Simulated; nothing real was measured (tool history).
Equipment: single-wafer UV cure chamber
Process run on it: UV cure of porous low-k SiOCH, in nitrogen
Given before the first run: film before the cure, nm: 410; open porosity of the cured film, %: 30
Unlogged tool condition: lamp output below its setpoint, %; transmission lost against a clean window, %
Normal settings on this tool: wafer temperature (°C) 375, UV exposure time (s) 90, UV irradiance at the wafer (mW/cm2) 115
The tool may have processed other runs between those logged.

| run | hour | wafer temperature (°C) | UV exposure time (s) | UV irradiance at the wafer (mW/cm2) | wafers since the last listed run | hours since the UV bulbs were replaced | wafers since the quartz window was cleaned | loss of film thickness in the cure (%) |
|---|---|---|---|---|---|---|---|---|
| 1 | 0.0 | 375 | 90 | 101 | 0 | 1987.7 | 924 | 7.224 |
| 2 | 31.2 | 375 | 90 | 115 | 148 | 2018.9 | 1072 | 8.052 |
| 3 | 52.3 | 375 | 90 | 115 | 100 | 2040.0 | 1173 | 7.922 |
| 4 | 69.6 | 375 | 90 | 115 | 82 | 2057.3 | 1256 | 7.549 |
| 5 | 83.2 | 375 | 90 | 115 | 64 | 2070.9 | 1321 | 7.890 |
| 6 | 116.2 | 375 | 90 | 115 | 157 | 2103.9 | 1478 | 7.633 |
| 7 | 223.2 | 375 | 90 | 124 | 510 | 2210.9 | 1988 | 7.919 |
| 8 | 240.1 | 375 | 90 | 124 | 80 | 2227.8 | 2069 | 7.753 |
| 9 | 255.5 | 367 | 90 | 115 | 73 | 2243.2 | 2143 | 7.613 |
| 10 | 273.8 | 367 | 90 | 115 | 87 | 2261.5 | 2230 | 7.222 |
| 11 | 287.0 | 367 | 90 | 115 | 62 | 2274.7 | 2293 | 7.226 |
| 12 | 311.3 | 375 | 130 | 115 | 115 | 2299.0 | 2409 | 8.944 |
| 13 | 331.0 | 375 | 90 | 115 | 93 | 2318.7 | 2503 | 7.339 |
| 14 | 361.5 | 392 | 70 | 132 | 145 | 2349.2 | 2648 | 7.050 |
|  | 387.3 | UV bulbs replaced |
|  | 419.0 | quartz window cleaned |
| 15 | 419.5 | 358 | 135 | 115 | 200 | 32.2 | 2 | 7.390 |
| 16 | 432.9 | 375 | 125 | 132 | 63 | 45.6 | 66 | 8.252 |
| 17 | 457.4 | 375 | 125 | 132 | 116 | 70.1 | 183 | 7.897 |
| 18 | 487.0 | 375 | 90 | 115 | 141 | 99.7 | 324 | 6.455 |
|  | 571.3 | UV bulbs replaced, repeated, since the last time left the tool worse |
| 19 | 583.9 | 375 | 90 | 76 | 424 | 12.6 | 748 | 6.557 |
| 20 | 685.9 | 375 | 90 | 115 | 486 | 114.6 | 1235 | 8.607 |
| 21 | 702.4 | 365 | 90 | 87 | 78 | 131.1 | 1314 | 7.408 |
| 22 | 721.6 | 375 | 120 | 103 | 91 | 150.3 | 1405 | 9.566 |
| 23 | 735.3 | 367 | 60 | 129 | 65 | 164.0 | 1471 | 7.436 |
| 24 | 757.3 | 375 | 90 | 134 | 104 | 186.0 | 1576 | 9.368 |
| 25 | 785.3 | 366 | 55 | 104 | 133 | 214.0 | 1709 | 5.857 |
| 26 | 819.6 | 375 | 90 | 130 | 163 | 248.3 | 1873 | 9.472 |
| 27 | 845.7 | 375 | 65 | 101 | 124 | 274.4 | 1997 | 6.713 |

Each row is a separate what-if for the run after 27, all from the same tool condition, not one after another. Results?
| A | 846.2 | 375 | 90 | 115 | 2 | 274.9 | 2000 | ? |
| B | 846.2 | 369 | 45 | 129 | 2 | 274.9 | 2000 | ? |
| C | 846.2 | 356 | 90 | 154 | 2 | 274.9 | 2000 | ? |
| D | 846.2 | 366 | 140 | 102 | 2 | 274.9 | 2000 | ? |
| E | 846.2 | 357 | 90 | 115 | 2 | 274.9 | 2000 | ? |

| run | loss of film thickness in the cure (%) |
|---|---|
| A | 8.802 |
| B | 6.137 |
| C | 9.790 |
| D | 10.137 |
| E | 8.447 |
With no hidden state in the tool, these same runs would have given:
| run | loss of film thickness in the cure (%) |
|---|---|
| A | 8.952 |
| B | 6.270 |
| C | 9.943 |
| D | 10.290 |
| E | 8.596 |
